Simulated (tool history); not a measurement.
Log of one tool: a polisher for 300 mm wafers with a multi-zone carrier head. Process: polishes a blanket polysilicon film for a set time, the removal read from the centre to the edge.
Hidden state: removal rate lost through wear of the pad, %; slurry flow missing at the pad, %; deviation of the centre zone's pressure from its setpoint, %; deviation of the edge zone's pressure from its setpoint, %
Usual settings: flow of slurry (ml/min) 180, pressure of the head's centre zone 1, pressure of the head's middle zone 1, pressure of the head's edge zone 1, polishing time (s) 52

| run | hour | flow of slurry (ml/min) | pressure of the head's centre zone | pressure of the head's middle zone | pressure of the head's edge zone | polishing time (s) | wafers since the last listed run | wafers polished on this pad | hours since the slurry nozzle was cleaned | hours since the centre zone pressure was calibrated | hours since the edge zone pressure was calibrated | hours since the carrier head's membrane was replaced | incoming thickness of the incoming film, nm | film removed at the wafer's centre (Å) | film removed at mid-radius (Å) | film removed at the wafer's edge (Å) |
|---|---|---|---|---|---|---|---|---|---|---|---|---|---|---|---|---|
| 1 | 0 | 180 | 1 | 1 | 1 | 52 | 0 | 1266 | 478.9 | 181.7 | 863.1 | 252.7 | 2193.1 | 3527 | 3668 | 3761 |
| 2 | 23.3 | 180 | 1 | 1 | 1 | 52 | 342 | 1609 | 502.2 | 205 | 886.4 | 276 | 2224.4 | 3477 | 3566 | 3710 |
|  | 35.5 | slurry nozzle cleaned |
| 3 | 49.4 | 180 | 1 | 1 | 1 | 52 | 369 | 1978 | 13.9 | 231.1 | 912.5 | 302.1 | 2227.2 | 4122 | 4094 | 4090 |
| 4 | 80.6 | 180 | 1 | 1.07 | 1 | 52 | 458 | 2437 | 45.1 | 262.3 | 943.7 | 333.3 | 2229.9 | 3980 | 4378 | 4104 |
| 5 | 104 | 180 | 1 | 1 | 1 | 52 | 344 | 2781 | 68.5 | 285.7 | 967.1 | 356.7 | 2203.5 | 3993 | 4102 | 4110 |
| 6 | 125.8 | 180 | 1 | 0.92 | 1 | 69 | 320 | 3102 | 90.3 | 307.5 | 988.9 | 378.5 | 2225.5 | 5327 | 5084 | 5463 |
| 7 | 138.6 | 180 | 1 | 1 | 1 | 52 | 188 | 3290 | 103.1 | 320.3 | 1001.7 | 391.3 | 2229.1 | 4090 | 4113 | 4073 |
| 8 | 171.3 | 180 | 1 | 1 | 1 | 52 | 480 | 3771 | 135.8 | 353 | 1034.4 | 424 | 2206.2 | 4019 | 4048 | 4130 |
|  | 188.3 | worn pad replaced by a new one |
| 9 | 191.7 | 230 | 1 | 1 | 1 | 37 | 241 | 49 | 156.2 | 373.4 | 1054.8 | 444.4 | 2212 | 2928 | 2968 | 3004 |
|  | 205.8 | edge zone pressure recalibrated |
| 10 | 215.6 | 245 | 1 | 0.9 | 1 | 52 | 322 | 371 | 180.1 | 397.3 | 9.8 | 468.3 | 2271.2 | 4209 | 3911 | 4226 |
| 11 | 249.3 | 180 | 0.93 | 1 | 1 | 70 | 495 | 867 | 213.8 | 431 | 43.5 | 502 | 2262 | 5027 | 5394 | 5494 |
| 12 | 275.7 | 150 | 0.92 | 1 | 1.08 | 52 | 388 | 1255 | 240.2 | 457.4 | 69.9 | 528.4 | 2274.4 | 3542 | 3930 | 4100 |
| 13 | 302.1 | 180 | 1 | 1 | 1 | 52 | 388 | 1643 | 266.6 | 483.8 | 96.3 | 554.8 | 2194.1 | 3941 | 3998 | 4001 |
| 14 | 331.7 | 180 | 1 | 1 | 1 | 52 | 435 | 2079 | 296.2 | 513.4 | 125.9 | 584.4 | 2256.7 | 3807 | 4014 | 4023 |
| 15 | 346.8 | 180 | 1 | 1 | 1.1 | 52 | 222 | 2301 | 311.3 | 528.5 | 141 | 599.5 | 2200 | 3847 | 3889 | 4226 |
| 16 | 372.9 | 180 | 1.08 | 0.91 | 1 | 52 | 383 | 2685 | 337.4 | 554.6 | 167.1 | 625.6 | 2200.7 | 3984 | 3649 | 3985 |
| 17 | 392 | 140 | 0.95 | 1.04 | 1 | 42 | 280 | 2965 | 356.5 | 573.7 | 186.2 | 644.7 | 2219 | 2686 | 3064 | 3048 |
|  | 451.9 | worn pad replaced by a new one |
| 18 | 486.2 | 135 | 1 | 1 | 1 | 64 | 1326 | 505 | 450.7 | 667.9 | 280.4 | 738.9 | 2199.2 | 3935 | 4160 | 4449 |
|  | 513.7 | slurry nozzle cleaned |
| 19 | 520.2 | 180 | 1 | 1 | 1.07 | 35 | 485 | 990 | 6.5 | 701.9 | 314.4 | 772.9 | 2183.4 | 2644 | 2757 | 2853 |
|  | 540.8 | carrier head's membrane replaced by a new one |
| 20 | 541.3 | 180 | 1 | 1 | 1 | 52 | 236 | 1227 | 27.6 | 723 | 335.5 | 0.5 | 2266.2 | 3813 | 4064 | 4117 |
| 21 | 574 | 180 | 0.97 | 1 | 1 | 52 | 480 | 1708 | 60.3 | 755.7 | 368.2 | 33.2 | 2237.9 | 3708 | 4066 | 4091 |
| 22 | 603.5 | 150 | 0.96 | 0.93 | 0.88 | 52 | 433 | 2141 | 89.8 | 785.2 | 397.7 | 62.7 | 2233.3 | 3499 | 3713 | 3754 |

Forecast each of these 4 alternatives for the next run:
| A | 603.9 | 180 | 1 | 1 | 1 | 52 | 5 | 2147 | 90.2 | 785.6 | 398.1 | 63.1 | 2253 | ? | ? | ? |
| B | 603.9 | 180 | 1 | 1.12 | 1 | 52 | 5 | 2147 | 90.2 | 785.6 | 398.1 | 63.1 | 2253 | ? | ? | ? |
| C | 603.9 | 225 | 1 | 0.93 | 0.89 | 52 | 5 | 2147 | 90.2 | 785.6 | 398.1 | 63.1 | 2253 | ? | ? | ? |
| D | 603.9 | 155 | 1.11 | 1 | 0.96 | 64 | 5 | 2147 | 90.2 | 785.6 | 398.1 | 63.1 | 2253 | ? | ? | ? |

| run | film removed at the wafer's centre (Å) | film removed at mid-radius (Å) | film removed at the wafer's edge (Å) |
|---|---|---|---|
| A | 3850 | 4064 | 4131 |
| B | 3853 | 4462 | 4125 |
| C | 4005 | 3972 | 4019 |
| D | 4981 | 4856 | 4881 |
Without the tool's hidden state the same runs would have given:
| run | film removed at the wafer's centre (Å) | film removed at mid-radius (Å) | film removed at the wafer's edge (Å) |
|---|---|---|---|
| A | 4142 | 4107 | 4164 |
| B | 4146 | 4510 | 4158 |
| C | 4298 | 4006 | 4046 |
| D | 5369 | 4916 | 4926 |
